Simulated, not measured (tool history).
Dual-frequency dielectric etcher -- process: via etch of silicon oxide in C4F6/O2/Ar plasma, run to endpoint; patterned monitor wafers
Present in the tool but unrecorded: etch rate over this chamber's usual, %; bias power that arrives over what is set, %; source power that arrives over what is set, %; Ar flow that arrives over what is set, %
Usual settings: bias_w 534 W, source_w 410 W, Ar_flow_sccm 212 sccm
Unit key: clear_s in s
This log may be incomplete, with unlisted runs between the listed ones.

| run | hour | bias_w | source_w | Ar_flow_sccm | wafers since the last listed run | hours since the last wet clean | hours since the last bias power generator calibration | hours since the last source power generator calibration | hours since the last Ar flow controller change | hours since the last upper electrode change | incoming incoming film thickness, nm | clear_s |
|---|---|---|---|---|---|---|---|---|---|---|---|---|
| 1 | 0.0 | 534 | 410 | 212 | 0 | 388.2 | 4538.1 | 3640.8 | 2631.7 | 3204.9 | 167.0 | 34.7 |
| 2 | 8.6 | 534 | 410 | 212 | 105 | 396.8 | 4546.7 | 3649.4 | 2640.3 | 3213.5 | 166.6 | 34.5 |
| 3 | 21.7 | 534 | 410 | 212 | 159 | 409.9 | 4559.8 | 3662.5 | 2653.4 | 3226.6 | 168.0 | 34.7 |
| 4 | 29.5 | 534 | 410 | 212 | 95 | 417.7 | 4567.6 | 3670.3 | 2661.2 | 3234.4 | 166.2 | 34.3 |
| 5 | 72.1 | 534 | 410 | 212 | 520 | 460.3 | 4610.2 | 3712.9 | 2703.8 | 3277.0 | 166.0 | 34.4 |
| 6 | 82.8 | 534 | 350 | 175 | 130 | 471.0 | 4620.9 | 3723.6 | 2714.5 | 3287.7 | 168.0 | 37.1 |
| 7 | 93.1 | 534 | 410 | 212 | 125 | 481.3 | 4631.2 | 3733.9 | 2724.8 | 3298.0 | 166.6 | 34.5 |
| 8 | 107.9 | 534 | 410 | 212 | 180 | 496.1 | 4646.0 | 3748.7 | 2739.6 | 3312.8 | 167.9 | 35.0 |
|  | 115.8 | source power generator calibrated |
| 9 | 119.4 | 534 | 410 | 212 | 91 | 507.6 | 4657.5 | 3.6 | 2751.1 | 3324.3 | 168.6 | 35.1 |
| 10 | 136.4 | 534 | 410 | 212 | 207 | 524.6 | 4674.5 | 20.6 | 2768.1 | 3341.3 | 166.7 | 34.5 |
|  | 164.5 | bias power generator calibrated |
|  | 175.0 | upper electrode replaced |
| 11 | 175.5 | 534 | 410 | 212 | 301 | 563.7 | 11.0 | 59.7 | 2807.2 | 0.5 | 168.9 | 34.7 |
| 12 | 175.8 | 415 | 480 | 250 | 3 | 564.0 | 11.3 | 60.0 | 2807.5 | 0.8 | 165.9 | 35.4 |
| 13 | 191.0 | 534 | 410 | 212 | 185 | 579.2 | 26.5 | 75.2 | 2822.7 | 16.0 | 168.8 | 35.1 |
|  | 206.3 | Ar flow controller replaced |
|  | 230.2 | wet clean of the chamber |
| 14 | 230.7 | 666 | 370 | 244 | 119 | 0.5 | 66.2 | 114.9 | 24.4 | 55.7 | 167.6 | 34.4 |
| 15 | 231.0 | 424 | 470 | 190 | 3 | 0.8 | 66.5 | 115.2 | 24.7 | 56.0 | 167.0 | 34.8 |
| 16 | 231.4 | 472 | 350 | 230 | 4 | 1.2 | 66.9 | 115.6 | 25.1 | 56.4 | 169.0 | 40.3 |
| 17 | 235.4 | 485 | 490 | 176 | 48 | 5.2 | 70.9 | 119.6 | 29.1 | 60.4 | 166.9 | 31.7 |
| 18 | 245.1 | 534 | 410 | 243 | 118 | 14.9 | 80.6 | 129.3 | 38.8 | 70.1 | 168.6 | 35.3 |
| 19 | 257.2 | 534 | 410 | 239 | 147 | 27.0 | 92.7 | 141.4 | 50.9 | 82.2 | 168.4 | 35.5 |
| 20 | 274.8 | 634 | 480 | 169 | 214 | 44.6 | 110.3 | 159.0 | 68.5 | 99.8 | 167.6 | 29.1 |
| 21 | 285.3 | 534 | 410 | 212 | 128 | 55.1 | 120.8 | 169.5 | 79.0 | 110.3 | 166.5 | 34.4 |
| 22 | 296.3 | 534 | 410 | 212 | 134 | 66.1 | 131.8 | 180.5 | 90.0 | 121.3 | 166.7 | 34.3 |

What was the tool's hidden state at every run in the log?
etch rate over this chamber's usual, %: 0 at every run
bias power that arrives over what is set, %: 0 at every run
source power that arrives over what is set, %: 0 at every run
Ar flow that arrives over what is set, %: 0 at every run
